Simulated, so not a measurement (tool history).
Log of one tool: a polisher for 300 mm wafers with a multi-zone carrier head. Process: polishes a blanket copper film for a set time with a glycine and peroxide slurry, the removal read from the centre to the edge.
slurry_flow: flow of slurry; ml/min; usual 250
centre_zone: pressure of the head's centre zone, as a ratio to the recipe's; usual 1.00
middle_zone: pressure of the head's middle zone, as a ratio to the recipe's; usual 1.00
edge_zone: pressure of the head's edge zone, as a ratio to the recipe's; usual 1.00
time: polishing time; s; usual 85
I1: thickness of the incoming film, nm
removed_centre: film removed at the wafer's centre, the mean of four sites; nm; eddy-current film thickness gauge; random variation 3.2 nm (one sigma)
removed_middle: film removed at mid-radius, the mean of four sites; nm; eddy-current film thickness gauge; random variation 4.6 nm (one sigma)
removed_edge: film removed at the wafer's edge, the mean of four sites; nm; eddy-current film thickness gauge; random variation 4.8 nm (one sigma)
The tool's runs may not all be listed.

run 1 hour=0.0 | slurry_flow=250 centre_zone=1.00 middle_zone=1.00 edge_zone=1.00 time=108 | I1=2213.9 | removed_centre=550.0 removed_middle=558.2 removed_edge=549.8
run 2 hour=69.1 | slurry_flow=250 centre_zone=1.00 middle_zone=1.00 edge_zone=1.00 time=108 | I1=2201.6 | removed_centre=556.6 removed_middle=552.8 removed_edge=564.3
run 3 hour=115.7 | slurry_flow=250 centre_zone=1.00 middle_zone=1.00 edge_zone=1.00 time=93 | I1=2208.3 | removed_centre=477.9 removed_middle=473.6 removed_edge=475.7
run 4 hour=144.7 | slurry_flow=250 centre_zone=1.00 middle_zone=1.00 edge_zone=1.00 time=85 | I1=2226.3 | removed_centre=436.0 removed_middle=430.2 removed_edge=435.9
run 5 hour=207.4 | slurry_flow=250 centre_zone=1.00 middle_zone=1.00 edge_zone=1.00 time=85 | I1=2221.3 | removed_centre=435.0 removed_middle=436.0 removed_edge=444.6
-- hour=238.1 worn pad replaced by a new one
run 6 hour=255.5 | slurry_flow=250 centre_zone=1.00 middle_zone=1.00 edge_zone=1.00 time=85 | I1=2238.8 | removed_centre=431.2 removed_middle=437.4 removed_edge=438.5
run 7 hour=305.8 | slurry_flow=250 centre_zone=1.00 middle_zone=1.00 edge_zone=0.96 time=85 | I1=2186.8 | removed_centre=428.6 removed_middle=428.3 removed_edge=434.3
-- hour=316.3 slurry nozzle cleaned
-- hour=322.6 edge zone pressure recalibrated
run 8 hour=351.7 | slurry_flow=250 centre_zone=1.00 middle_zone=1.00 edge_zone=0.96 time=85 | I1=2186.6 | removed_centre=432.2 removed_middle=433.4 removed_edge=421.8
run 9 hour=397.0 | slurry_flow=250 centre_zone=1.00 middle_zone=1.00 edge_zone=0.96 time=85 | I1=2207.1 | removed_centre=433.0 removed_middle=428.5 removed_edge=422.4
-- hour=432.5 centre zone pressure recalibrated
run 10 hour=464.5 | slurry_flow=250 centre_zone=1.00 middle_zone=0.94 edge_zone=1.00 time=85 | I1=2217.1 | removed_centre=436.4 removed_middle=416.9 removed_edge=443.9
run 11 hour=504.4 | slurry_flow=195 centre_zone=1.00 middle_zone=1.00 edge_zone=1.06 time=60 | I1=2228.9 | removed_centre=296.0 removed_middle=298.8 removed_edge=310.0
-- hour=535.5 worn pad replaced by a new one
run 12 hour=558.3 | slurry_flow=250 centre_zone=0.93 middle_zone=1.04 edge_zone=1.00 time=85 | I1=2206.2 | removed_centre=404.9 removed_middle=440.1 removed_edge=437.7
run 13 hour=612.7 | slurry_flow=310 centre_zone=1.00 middle_zone=1.00 edge_zone=1.04 time=113 | I1=2197.8 | removed_centre=593.4 removed_middle=596.6 removed_edge=610.3

Forecast run 14:
run 14 hour=683.5 | slurry_flow=300 centre_zone=1.05 middle_zone=1.00 edge_zone=1.00 time=85 | I1=2181.8 | removed_centre=? removed_middle=? removed_edge=?

{"run 14": {"removed_centre": 464.5, "removed_middle": 437.4, "removed_edge": 451.1}}
Without the tool's hidden state the same run would have given removed_centre 464.5 nm, removed_middle 437.4 nm, removed_edge 451.1 nm.

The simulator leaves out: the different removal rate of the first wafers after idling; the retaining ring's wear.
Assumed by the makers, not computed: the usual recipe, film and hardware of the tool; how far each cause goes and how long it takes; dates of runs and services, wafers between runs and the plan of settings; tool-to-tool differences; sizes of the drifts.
